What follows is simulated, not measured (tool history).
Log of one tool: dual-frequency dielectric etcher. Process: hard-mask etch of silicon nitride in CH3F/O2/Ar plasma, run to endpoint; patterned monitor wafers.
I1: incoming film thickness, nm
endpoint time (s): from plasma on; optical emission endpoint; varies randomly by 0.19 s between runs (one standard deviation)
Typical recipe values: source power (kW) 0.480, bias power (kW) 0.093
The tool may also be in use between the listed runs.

Run 1, day 0.000: usual settings; I1 45.34. Result: endpoint time (s) 62.8.
Run 2, day 0.575: usual settings but source power (kW) 0.420; I1 44.81. Result: endpoint time (s) 64.3.
Run 3, day 1.162: usual settings but source power (kW) 0.420; I1 44.52. Result: endpoint time (s) 63.8.
Run 4, day 1.850: usual settings; I1 45.50. Result: endpoint time (s) 63.3.
At day 2.238: bias power generator calibrated.
Run 5, day 2.258: usual settings; I1 44.83. Result: endpoint time (s) 62.0.
Run 6, day 2.550: usual settings; I1 44.44. Result: endpoint time (s) 61.8.
At day 3.721: wet clean of the chamber.
Run 7, day 3.742: usual settings; I1 44.89. Result: endpoint time (s) 58.7.
Run 8, day 3.754: usual settings but source power (kW) 0.390, bias power (kW) 0.102; I1 44.98. Result: endpoint time (s) 60.1.
At day 4.358: source power generator calibrated.
Run 9, day 4.396: usual settings; I1 44.61. Result: endpoint time (s) 58.7.
At day 5.512: upper electrode replaced.
Run 10, day 5.533: usual settings but source power (kW) 0.430; I1 44.73. Result: endpoint time (s) 60.7.
Run 11, day 5.550: usual settings but source power (kW) 0.550, bias power (kW) 0.080; I1 44.99. Result: endpoint time (s) 61.6.
Run 12, day 5.562: usual settings; I1 44.76. Result: endpoint time (s) 58.8.
Run 13, day 6.058: usual settings but source power (kW) 0.530, bias power (kW) 0.084; I1 45.35. Result: endpoint time (s) 61.1.
Run 14, day 6.438: usual settings; I1 45.27. Result: endpoint time (s) 60.1.
Run 15, day 7.108: usual settings but source power (kW) 0.370, bias power (kW) 0.076; I1 45.07. Result: endpoint time (s) 72.2.

Consider 3 possible next runs. They are alternatives, not a sequence: every one starts from the tool as it was left by run 15. What does each give?
Run A, day 7.125: usual settings but bias power (kW) 0.085; I1 45.16. Result: endpoint time (s) ?.
Run B, day 7.125: usual settings but source power (kW) 0.390; I1 45.16. Result: endpoint time (s) ?.
Run C, day 7.125: usual settings but bias power (kW) 0.071; I1 45.16. Result: endpoint time (s) ?.

run  endpoint time (s)
  A               63.2
  B               64.1
  C               69.6
Had the tool no hidden state, the same runs would have come out as:
run  endpoint time (s)
  A               63.0
  B               63.9
  C               69.5

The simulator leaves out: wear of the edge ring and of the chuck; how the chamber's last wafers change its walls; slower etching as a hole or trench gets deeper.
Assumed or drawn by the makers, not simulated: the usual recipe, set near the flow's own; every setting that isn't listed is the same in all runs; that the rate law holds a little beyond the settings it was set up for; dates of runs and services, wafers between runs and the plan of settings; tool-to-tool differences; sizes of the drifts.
